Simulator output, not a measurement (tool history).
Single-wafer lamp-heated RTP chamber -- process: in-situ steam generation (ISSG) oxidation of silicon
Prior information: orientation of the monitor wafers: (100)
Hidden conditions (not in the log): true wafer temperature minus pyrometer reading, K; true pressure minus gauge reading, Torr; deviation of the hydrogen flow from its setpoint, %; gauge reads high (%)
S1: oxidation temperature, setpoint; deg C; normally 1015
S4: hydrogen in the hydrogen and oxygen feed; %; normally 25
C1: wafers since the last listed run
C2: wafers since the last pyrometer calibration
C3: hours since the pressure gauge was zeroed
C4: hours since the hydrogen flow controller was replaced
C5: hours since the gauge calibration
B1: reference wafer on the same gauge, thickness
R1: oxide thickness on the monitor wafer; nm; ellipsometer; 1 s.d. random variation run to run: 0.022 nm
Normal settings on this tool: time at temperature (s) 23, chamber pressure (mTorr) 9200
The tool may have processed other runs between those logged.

Run 1, hour 0.0: usual settings but time at temperature (s) 19; C1 0; C2 6350; C3 862.3; C4 3851.4; C5 1223.7; B1 7.146. Result: R1 5.698 nm.
Run 2, hour 43.8: usual settings but time at temperature (s) 19; C1 306; C2 6656; C3 906.1; C4 3895.2; C5 1267.5; B1 7.141. Result: R1 5.743 nm.
Run 3, hour 80.7: usual settings; C1 257; C2 6914; C3 943.0; C4 3932.1; C5 1304.4; B1 7.134. Result: R1 6.285 nm.
At hour 119.7: hydrogen flow controller replaced.
Run 4, hour 149.8: usual settings; C1 426; C2 7341; C3 1012.1; C4 30.1; C5 1373.5; B1 7.133. Result: R1 6.261 nm.
Run 5, hour 220.8: usual settings; C1 496; C2 7837; C3 1083.1; C4 101.1; C5 1444.5; B1 7.136. Result: R1 6.270 nm.
Run 6, hour 277.5: usual settings; C1 396; C2 8234; C3 1139.8; C4 157.8; C5 1501.2; B1 7.136. Result: R1 6.242 nm.
Run 7, hour 314.0: usual settings but time at temperature (s) 16; C1 255; C2 8489; C3 1176.3; C4 194.3; C5 1537.7; B1 7.130. Result: R1 5.302 nm.
Run 8, hour 384.4: usual settings but time at temperature (s) 16; C1 491; C2 8981; C3 1246.7; C4 264.7; C5 1608.1; B1 7.125. Result: R1 5.308 nm.
At hour 423.8: pyrometer window cleaned and pyrometer calibrated.
Run 9, hour 424.3: usual settings; C1 222; C2 3; C3 1286.6; C4 304.6; C5 1648.0; B1 7.129. Result: R1 6.272 nm.
Run 10, hour 485.7: usual settings; C1 429; C2 432; C3 1348.0; C4 366.0; C5 1709.4; B1 7.126. Result: R1 6.273 nm.
Run 11, hour 662.4: usual settings; C1 1234; C2 1667; C3 1524.7; C4 542.7; C5 1886.1; B1 7.131. Result: R1 6.287 nm.
Run 12, hour 727.5: usual settings but chamber pressure (mTorr) 8000; C1 454; C2 2122; C3 1589.8; C4 607.8; C5 1951.2; B1 7.124. Result: R1 6.376 nm.
Run 13, hour 778.3: usual settings but time at temperature (s) 16, S4 30 %; C1 355; C2 2477; C3 1640.6; C4 658.6; C5 2002.0; B1 7.125. Result: R1 5.506 nm.
Run 14, hour 847.7: usual settings but S4 28 %; C1 484; C2 2962; C3 1710.0; C4 728.0; C5 2071.4; B1 7.117. Result: R1 6.441 nm.
Run 15, hour 881.0: usual settings; C1 232; C2 3194; C3 1743.3; C4 761.3; C5 2104.7; B1 7.124. Result: R1 6.287 nm.
At hour 928.4: gauge calibrated.
Run 16, hour 938.2: usual settings; C1 399; C2 3594; C3 1800.5; C4 818.5; C5 9.8; B1 7.247. Result: R1 6.409 nm.
Run 17, hour 988.6: usual settings but S1 1028 deg C, time at temperature (s) 15, chamber pressure (mTorr) 9900, S4 28 %; C1 352; C2 3946; C3 1850.9; C4 868.9; C5 60.2; B1 7.246. Result: R1 5.620 nm.
At hour 1036.0: pressure gauge zeroed.
Run 18, hour 1050.0: usual settings; C1 373; C2 4320; C3 14.0; C4 930.3; C5 121.6; B1 7.224. Result: R1 6.377 nm.
Run 19, hour 1099.6: usual settings; C1 346; C2 4666; C3 63.6; C4 979.9; C5 171.2; B1 7.217. Result: R1 6.353 nm.
Run 20, hour 1131.3: usual settings; C1 221; C2 4888; C3 95.3; C4 1011.6; C5 202.9; B1 7.225. Result: R1 6.343 nm.
Run 21, hour 1188.9: usual settings but time at temperature (s) 32, chamber pressure (mTorr) 10200; C1 402; C2 5290; C3 152.9; C4 1069.2; C5 260.5; B1 7.208. Result: R1 7.349 nm.
Run 22, hour 1218.2: usual settings but S1 1034 deg C, chamber pressure (mTorr) 7900; C1 204; C2 5495; C3 182.2; C4 1098.5; C5 289.8; B1 7.207. Result: R1 7.079 nm.
Run 23, hour 1251.9: usual settings but chamber pressure (mTorr) 10000; C1 235; C2 5731; C3 215.9; C4 1132.2; C5 323.5; B1 7.203. Result: R1 6.255 nm.
Run 24, hour 1315.6: usual settings but S1 1005 deg C, S4 30 %; C1 445; C2 6176; C3 279.6; C4 1195.9; C5 387.2; B1 7.192. Result: R1 6.362 nm.
Run 25, hour 1354.3: usual settings but S1 1009 deg C; C1 270; C2 6446; C3 318.3; C4 1234.6; C5 425.9; B1 7.178. Result: R1 6.157 nm.
Run 26, hour 1421.8: usual settings but time at temperature (s) 16; C1 471; C2 6918; C3 385.8; C4 1302.1; C5 493.4; B1 7.170. Result: R1 5.346 nm.
Run 27, hour 1461.5: usual settings but S4 29 %; C1 277; C2 7195; C3 425.5; C4 1341.8; C5 533.1; B1 7.178. Result: R1 6.565 nm.
Run 28, hour 1502.3: usual settings but S1 1020 deg C; C1 285; C2 7480; C3 466.3; C4 1382.6; C5 573.9; B1 7.172. Result: R1 6.472 nm.
Run 29, hour 1568.1: usual settings but S1 1034 deg C; C1 459; C2 7940; C3 532.1; C4 1448.4; C5 639.7; B1 7.164. Result: R1 6.933 nm.
At hour 1601.5: pyrometer window cleaned and pyrometer calibrated.
Run 30, hour 1604.3: usual settings but time at temperature (s) 20, S4 29 %; C1 197; C2 19; C3 568.3; C4 1484.6; C5 675.9; B1 7.157. Result: R1 6.073 nm.

Below are 5 alternative next runs, each starting from the tool's condition after run 30. Predict each:
Run A, hour 1604.7: usual settings; C1 2; C2 22; C3 568.7; C4 1485.0; C5 676.3; B1 ?. Result: R1 ?.
Run B, hour 1604.7: usual settings but chamber pressure (mTorr) 8700; C1 2; C2 22; C3 568.7; C4 1485.0; C5 676.3; B1 ?. Result: R1 ?.
Run C, hour 1604.7: usual settings but S1 1000 deg C, chamber pressure (mTorr) 9800; C1 2; C2 22; C3 568.7; C4 1485.0; C5 676.3; B1 ?. Result: R1 ?.
Run D, hour 1604.7: usual settings but S1 1035 deg C, time at temperature (s) 26, S4 32 %; C1 2; C2 22; C3 568.7; C4 1485.0; C5 676.3; B1 ?. Result: R1 ?.
Run E, hour 1604.7: usual settings but S1 999 deg C, time at temperature (s) 15, chamber pressure (mTorr) 9800, S4 32 %; C1 2; C2 22; C3 568.7; C4 1485.0; C5 676.3; B1 ?. Result: R1 ?.

run     B1     R1
  A  7.163  6.291
  B  7.163  6.334
  C  7.163  5.824
  D  7.163  7.823
  E  7.163  5.063
The same runs, with their run-to-run variation unchanged, on a tool lacking any hidden condition would have given:
run     R1
  A  6.398
  B  6.441
  C  5.923
  D  7.955
  E  5.148
